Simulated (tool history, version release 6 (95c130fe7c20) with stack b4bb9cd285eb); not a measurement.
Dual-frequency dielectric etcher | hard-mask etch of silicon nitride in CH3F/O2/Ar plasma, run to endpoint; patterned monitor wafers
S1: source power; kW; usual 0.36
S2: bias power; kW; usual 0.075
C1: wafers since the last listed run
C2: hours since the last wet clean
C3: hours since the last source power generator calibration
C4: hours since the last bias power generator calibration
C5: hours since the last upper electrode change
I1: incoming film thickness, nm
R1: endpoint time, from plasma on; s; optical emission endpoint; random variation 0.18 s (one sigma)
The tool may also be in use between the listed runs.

run 1 hour=0 | S1=0.36 S2=0.066 | C1=0 C2=321.2 C3=2822.1 C4=2907.3 C5=2980.7 | I1=36.47 | R1=64.6
run 2 hour=24.9 | S1=0.36 S2=0.066 | C1=227 C2=346.1 C3=2847 C4=2932.2 C5=3005.6 | I1=36.91 | R1=65.5
-- hour=89.5 wet clean of the chamber
run 3 hour=90 | S1=0.36 S2=0.066 | C1=375 C2=0.5 C3=2912.1 C4=2997.3 C5=3070.7 | I1=36.35 | R1=62.3
run 4 hour=192.8 | S1=0.36 S2=0.075 | C1=938 C2=103.3 C3=3014.9 C4=3100.1 C5=3173.5 | I1=36.79 | R1=62.1
run 5 hour=225.1 | S1=0.36 S2=0.075 | C1=294 C2=135.6 C3=3047.2 C4=3132.4 C5=3205.8 | I1=35.79 | R1=60.5
run 6 hour=279.8 | S1=0.36 S2=0.075 | C1=499 C2=190.3 C3=3101.9 C4=3187.1 C5=3260.5 | I1=36.46 | R1=62.1
run 7 hour=342.3 | S1=0.36 S2=0.075 | C1=570 C2=252.8 C3=3164.4 C4=3249.6 C5=3323 | I1=36.23 | R1=61.8
run 8 hour=400.5 | S1=0.36 S2=0.075 | C1=531 C2=311 C3=3222.6 C4=3307.8 C5=3381.2 | I1=36.34 | R1=62.9
run 9 hour=428.1 | S1=0.36 S2=0.075 | C1=251 C2=338.6 C3=3250.2 C4=3335.4 C5=3408.8 | I1=36.61 | R1=63.1
run 10 hour=463.8 | S1=0.36 S2=0.075 | C1=325 C2=374.3 C3=3285.9 C4=3371.1 C5=3444.5 | I1=36.56 | R1=63.4
-- hour=500.5 wet clean of the chamber
run 11 hour=500.9 | S1=0.36 S2=0.075 | C1=119 C2=0.4 C3=3323 C4=3408.2 C5=3481.6 | I1=36.24 | R1=60.9
-- hour=512 source power generator calibrated
run 12 hour=567.8 | S1=0.36 S2=0.075 | C1=574 C2=67.3 C3=55.8 C4=3475.1 C5=3548.5 | I1=36.91 | R1=62.2
run 13 hour=614.3 | S1=0.31 S2=0.075 | C1=424 C2=113.8 C3=102.3 C4=3521.6 C5=3595 | I1=36.43 | R1=64.1
run 14 hour=662.2 | S1=0.31 S2=0.075 | C1=437 C2=161.7 C3=150.2 C4=3569.5 C5=3642.9 | I1=36.53 | R1=64.7
-- hour=709.1 upper electrode replaced
-- hour=746.1 bias power generator calibrated
run 15 hour=756 | S1=0.43 S2=0.067 | C1=600 C2=255.5 C3=244 C4=9.9 C5=46.9 | I1=36.35 | R1=60.8
run 16 hour=800.5 | S1=0.39 S2=0.08 | C1=406 C2=300 C3=288.5 C4=54.4 C5=91.4 | I1=36.69 | R1=61.3
-- hour=858.6 wet clean of the chamber
run 17 hour=859.1 | S1=0.36 S2=0.075 | C1=315 C2=0.5 C3=347.1 C4=113 C5=150 | I1=36.6 | R1=61.9
run 18 hour=898.8 | S1=0.31 S2=0.06 | C1=362 C2=40.2 C3=386.8 C4=152.7 C5=189.7 | I1=36.22 | R1=67.2
run 19 hour=926.3 | S1=0.36 S2=0.075 | C1=251 C2=67.7 C3=414.3 C4=180.2 C5=217.2 | I1=36.53 | R1=62.4
run 20 hour=977.4 | S1=0.4 S2=0.084 | C1=466 C2=118.8 C3=465.4 C4=231.3 C5=268.3 | I1=36.21 | R1=59.2
run 21 hour=1043.7 | S1=0.3 S2=0.061 | C1=605 C2=185.1 C3=531.7 C4=297.6 C5=334.6 | I1=36.26 | R1=68.2
run 22 hour=1097.2 | S1=0.36 S2=0.075 | C1=488 C2=238.6 C3=585.2 C4=351.1 C5=388.1 | I1=36.45 | R1=63.2
run 23 hour=1125.3 | S1=0.43 S2=0.093 | C1=256 C2=266.7 C3=613.3 C4=379.2 C5=416.2 | I1=36.48 | R1=57.8
run 24 hour=1181.3 | S1=0.36 S2=0.075 | C1=511 C2=322.7 C3=669.3 C4=435.2 C5=472.2 | I1=36.46 | R1=63.9
-- hour=1253.1 wet clean of the chamber
run 25 hour=1253.6 | S1=0.32 S2=0.086 | C1=440 C2=0.5 C3=741.6 C4=507.5 C5=544.5 | I1=36.7 | R1=61.4
run 26 hour=1386.5 | S1=0.38 S2=0.084 | C1=1213 C2=133.4 C3=874.5 C4=640.4 C5=677.4 | I1=36.23 | R1=59
run 27 hour=1444 | S1=0.29 S2=0.085 | C1=524 C2=190.9 C3=932 C4=697.9 C5=734.9 | I1=36.75 | R1=64.3
run 28 hour=1512.1 | S1=0.36 S2=0.075 | C1=621 C2=259 C3=1000.1 C4=766 C5=803 | I1=36.56 | R1=62.5
run 29 hour=1568.3 | S1=0.36 S2=0.075 | C1=513 C2=315.2 C3=1056.3 C4=822.2 C5=859.2 | I1=36.66 | R1=63

4 ways to go on from here, each from the tool as it stands after run 29. What would each give?
run A hour=1568.7 | S1=0.36 S2=0.075 | C1=3 C2=315.6 C3=1056.7 C4=822.6 C5=859.6 | I1=36.58 | R1=?
run B hour=1568.7 | S1=0.32 S2=0.061 | C1=3 C2=315.6 C3=1056.7 C4=822.6 C5=859.6 | I1=36.58 | R1=?
run C hour=1568.7 | S1=0.45 S2=0.085 | C1=3 C2=315.6 C3=1056.7 C4=822.6 C5=859.6 | I1=36.58 | R1=?
run D hour=1568.7 | S1=0.32 S2=0.075 | C1=3 C2=315.6 C3=1056.7 C4=822.6 C5=859.6 | I1=36.58 | R1=?

run=A R1=62.9
run=B R1=67.5
run=C R1=57.7
run=D R1=64.9
Without the tool's hidden state the same runs would have given:
run=A R1=61.3
run=B R1=65.8
run=C R1=56.2
run=D R1=63.2
